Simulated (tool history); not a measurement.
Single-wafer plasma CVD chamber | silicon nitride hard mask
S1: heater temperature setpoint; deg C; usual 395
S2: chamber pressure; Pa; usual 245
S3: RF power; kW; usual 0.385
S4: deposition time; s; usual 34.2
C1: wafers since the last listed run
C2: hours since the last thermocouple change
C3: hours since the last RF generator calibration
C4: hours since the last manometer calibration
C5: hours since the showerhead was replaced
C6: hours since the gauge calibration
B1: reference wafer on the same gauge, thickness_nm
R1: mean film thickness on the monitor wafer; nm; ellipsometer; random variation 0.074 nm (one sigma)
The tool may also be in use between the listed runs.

run 1 hour=0 | S1=404 S2=245 S3=0.37 S4=34.2 | C1=0 C2=1043.8 C3=2255.2 C4=2327.3 C5=7026.5 C6=126.6 | B1=48.697 | R1=42.585
run 2 hour=12.8 | S1=395 S2=245 S3=0.385 S4=34.2 | C1=196 C2=1056.6 C3=2268 C4=2340.1 C5=7039.3 C6=139.4 | B1=48.698 | R1=44.151
run 3 hour=25.4 | S1=395 S2=245 S3=0.385 S4=34.2 | C1=193 C2=1069.2 C3=2280.6 C4=2352.7 C5=7051.9 C6=152 | B1=48.693 | R1=44.046
run 4 hour=40.1 | S1=395 S2=245 S3=0.385 S4=34.2 | C1=225 C2=1083.9 C3=2295.3 C4=2367.4 C5=7066.6 C6=166.7 | B1=48.715 | R1=43.986
run 5 hour=49 | S1=395 S2=245 S3=0.385 S4=32.7 | C1=136 C2=1092.8 C3=2304.2 C4=2376.3 C5=7075.5 C6=175.6 | B1=48.713 | R1=42.12
run 6 hour=55.3 | S1=395 S2=245 S3=0.385 S4=32.7 | C1=96 C2=1099.1 C3=2310.5 C4=2382.6 C5=7081.8 C6=181.9 | B1=48.7 | R1=42.13
run 7 hour=72.9 | S1=395 S2=245 S3=0.385 S4=32.7 | C1=270 C2=1116.7 C3=2328.1 C4=2400.2 C5=7099.4 C6=199.5 | B1=48.698 | R1=42.049
-- hour=96.9 showerhead replaced
run 8 hour=97.4 | S1=391 S2=245 S3=0.385 S4=38.6 | C1=253 C2=1141.2 C3=2352.6 C4=2424.7 C5=0.5 C6=224 | B1=48.701 | R1=49.699
-- hour=130.9 thermocouple changed; heater temperature recalibrated
run 9 hour=131.4 | S1=395 S2=245 S3=0.385 S4=34.2 | C1=399 C2=0.5 C3=2386.6 C4=2458.7 C5=34.5 C6=258 | B1=48.71 | R1=43.96
-- hour=148.1 capacitance manometer re-zeroed and calibrated
run 10 hour=148.6 | S1=395 S2=245 S3=0.385 S4=34.2 | C1=141 C2=17.7 C3=2403.8 C4=0.5 C5=51.7 C6=275.2 | B1=48.72 | R1=43.881
run 11 hour=156.7 | S1=395 S2=245 S3=0.415 S4=34.2 | C1=124 C2=25.8 C3=2411.9 C4=8.6 C5=59.8 C6=283.3 | B1=48.697 | R1=46.496
-- hour=168.9 RF generator calibrated
run 12 hour=169.4 | S1=395 S2=245 S3=0.385 S4=34.2 | C1=72 C2=38.5 C3=0.5 C4=21.3 C5=72.5 C6=296 | B1=48.716 | R1=46.585
run 13 hour=178.2 | S1=395 S2=245 S3=0.385 S4=34.2 | C1=135 C2=47.3 C3=9.3 C4=30.1 C5=81.3 C6=304.8 | B1=48.708 | R1=46.667
run 14 hour=191.7 | S1=395 S2=227 S3=0.345 S4=34.2 | C1=207 C2=60.8 C3=22.8 C4=43.6 C5=94.8 C6=318.3 | B1=48.696 | R1=42.079
run 15 hour=203.7 | S1=395 S2=245 S3=0.385 S4=34.2 | C1=184 C2=72.8 C3=34.8 C4=55.6 C5=106.8 C6=330.3 | B1=48.702 | R1=46.496
run 16 hour=213.4 | S1=395 S2=245 S3=0.385 S4=28.8 | C1=149 C2=82.5 C3=44.5 C4=65.3 C5=116.5 C6=340 | B1=48.712 | R1=39.201
-- hour=227.1 gauge calibrated
run 17 hour=230.3 | S1=403 S2=245 S3=0.34 S4=34.2 | C1=259 C2=99.4 C3=61.4 C4=82.2 C5=133.4 C6=3.2 | B1=48.705 | R1=42.139
run 18 hour=239.5 | S1=388 S2=245 S3=0.45 S4=38.9 | C1=141 C2=108.6 C3=70.6 C4=91.4 C5=142.6 C6=12.4 | B1=48.698 | R1=59.347
run 19 hour=251.6 | S1=383 S2=245 S3=0.385 S4=36.9 | C1=185 C2=120.7 C3=82.7 C4=103.5 C5=154.7 C6=24.5 | B1=48.71 | R1=50.46
run 20 hour=265.8 | S1=395 S2=265 S3=0.385 S4=34.2 | C1=218 C2=134.9 C3=96.9 C4=117.7 C5=168.9 C6=38.7 | B1=48.695 | R1=47.341
run 21 hour=277.8 | S1=395 S2=225 S3=0.385 S4=39.5 | C1=184 C2=146.9 C3=108.9 C4=129.7 C5=180.9 C6=50.7 | B1=48.726 | R1=52.864
run 22 hour=288.8 | S1=395 S2=245 S3=0.385 S4=31.7 | C1=168 C2=157.9 C3=119.9 C4=140.7 C5=191.9 C6=61.7 | B1=48.702 | R1=43.032

How the hidden state differs across the entries between the runs, from the last listed run before each to the first after it:
Between runs 7 and 8: showerhead replaced (hour 96.9)
  delivered RF power above the setpoint (%): -8.03 -> -8.11
  measured less the result without the state, R1: -2.832 -> -3.381 nm
Between runs 8 and 9: thermocouple changed; heater temperature recalibrated (hour 130.9)
  delivered RF power above the setpoint (%): -8.11 -> -8.21
  measured less the result without the state, R1: -3.381 -> -3.031 nm
Between runs 9 and 10: capacitance manometer re-zeroed and calibrated (hour 148.1)
  delivered RF power above the setpoint (%): -8.21 -> -8.26
  measured less the result without the state, R1: -3.031 -> -3.047 nm
Between runs 11 and 12: RF generator calibrated (hour 168.9)
  delivered RF power above the setpoint (%): -8.28 -> -0.888
  measured less the result without the state, R1: -3.06 -> -0.322 nm
Between runs 16 and 17: gauge calibrated (hour 227.1)
  delivered RF power above the setpoint (%): -1.02 -> -1.07
  measured less the result without the state, R1: -0.311 -> -0.368 nm
